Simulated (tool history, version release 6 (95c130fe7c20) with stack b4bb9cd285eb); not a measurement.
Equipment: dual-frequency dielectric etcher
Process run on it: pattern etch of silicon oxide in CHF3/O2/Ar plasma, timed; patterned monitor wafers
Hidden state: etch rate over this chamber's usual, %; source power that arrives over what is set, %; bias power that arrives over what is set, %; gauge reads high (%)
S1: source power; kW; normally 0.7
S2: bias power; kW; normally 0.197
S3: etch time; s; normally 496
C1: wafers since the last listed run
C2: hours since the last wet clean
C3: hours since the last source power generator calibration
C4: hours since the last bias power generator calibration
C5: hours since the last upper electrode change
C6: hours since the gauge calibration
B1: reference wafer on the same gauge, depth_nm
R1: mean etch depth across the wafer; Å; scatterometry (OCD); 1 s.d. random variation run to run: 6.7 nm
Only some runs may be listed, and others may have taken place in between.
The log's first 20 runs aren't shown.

At day 43.1: gauge calibrated.
Run 21, day 43.962: usual settings; C1 253; C2 385.2; C3 177.1; C4 590.5; C5 466.4; C6 20.7; B1 1147.5. Result: R1 9723 Å.
Run 22, day 45.75: usual settings; C1 187; C2 428.1; C3 220; C4 633.4; C5 509.3; C6 63.6; B1 1151.7. Result: R1 9804 Å.
At day 48.2: wet clean of the chamber.
Run 23, day 48.221: usual settings; C1 154; C2 0.5; C3 279.3; C4 692.7; C5 568.6; C6 122.9; B1 1148.3. Result: R1 10195 Å.
Run 24, day 49.167: usual settings but S3 389 s; C1 99; C2 23.2; C3 302; C4 715.4; C5 591.3; C6 145.6; B1 1149. Result: R1 7895 Å.
Run 25, day 50.892: usual settings; C1 181; C2 64.6; C3 343.4; C4 756.8; C5 632.7; C6 187; B1 1149.9. Result: R1 10006 Å.
Run 26, day 52.642: usual settings but S1 0.77 kW, S2 0.226 kW, S3 350 s; C1 183; C2 106.6; C3 385.4; C4 798.8; C5 674.7; C6 229; B1 1150.9. Result: R1 7736 Å.
Run 27, day 54.558: usual settings; C1 201; C2 152.6; C3 431.4; C4 844.8; C5 720.7; C6 275; B1 1151.8. Result: R1 9958 Å.
Run 28, day 55.704: usual settings but S2 0.212 kW; C1 120; C2 180.1; C3 458.9; C4 872.3; C5 748.2; C6 302.5; B1 1150.7. Result: R1 10292 Å.
Run 29, day 58.408: usual settings but S2 0.241 kW; C1 284; C2 245; C3 523.8; C4 937.2; C5 813.1; C6 367.4; B1 1149.7. Result: R1 10922 Å.
Run 30, day 61.008: usual settings; C1 273; C2 307.4; C3 586.2; C4 999.6; C5 875.5; C6 429.8; B1 1151. Result: R1 9788 Å.

Below are 3 alternative next runs, each starting from the tool's condition after run 30. Predict each:
Run A, day 61.033: usual settings but S1 0.81 kW; C1 2; C2 308; C3 586.8; C4 1000.2; C5 876.1; C6 430.4; B1 ?. Result: R1 ?.
Run B, day 61.033: usual settings but S1 0.83 kW, S3 587 s; C1 2; C2 308; C3 586.8; C4 1000.2; C5 876.1; C6 430.4; B1 ?. Result: R1 ?.
Run C, day 61.033: usual settings but S2 0.15 kW, S3 633.5 s; C1 2; C2 308; C3 586.8; C4 1000.2; C5 876.1; C6 430.4; B1 ?. Result: R1 ?.

run      B1     R1
  A  1151.1  10218
  B  1151.1  12176
  C  1151.1  11003
The same runs, with their run-to-run variation unchanged, on a tool lacking any hidden condition would have given:
run     R1
  A  10521
  B  12536
  C  11328
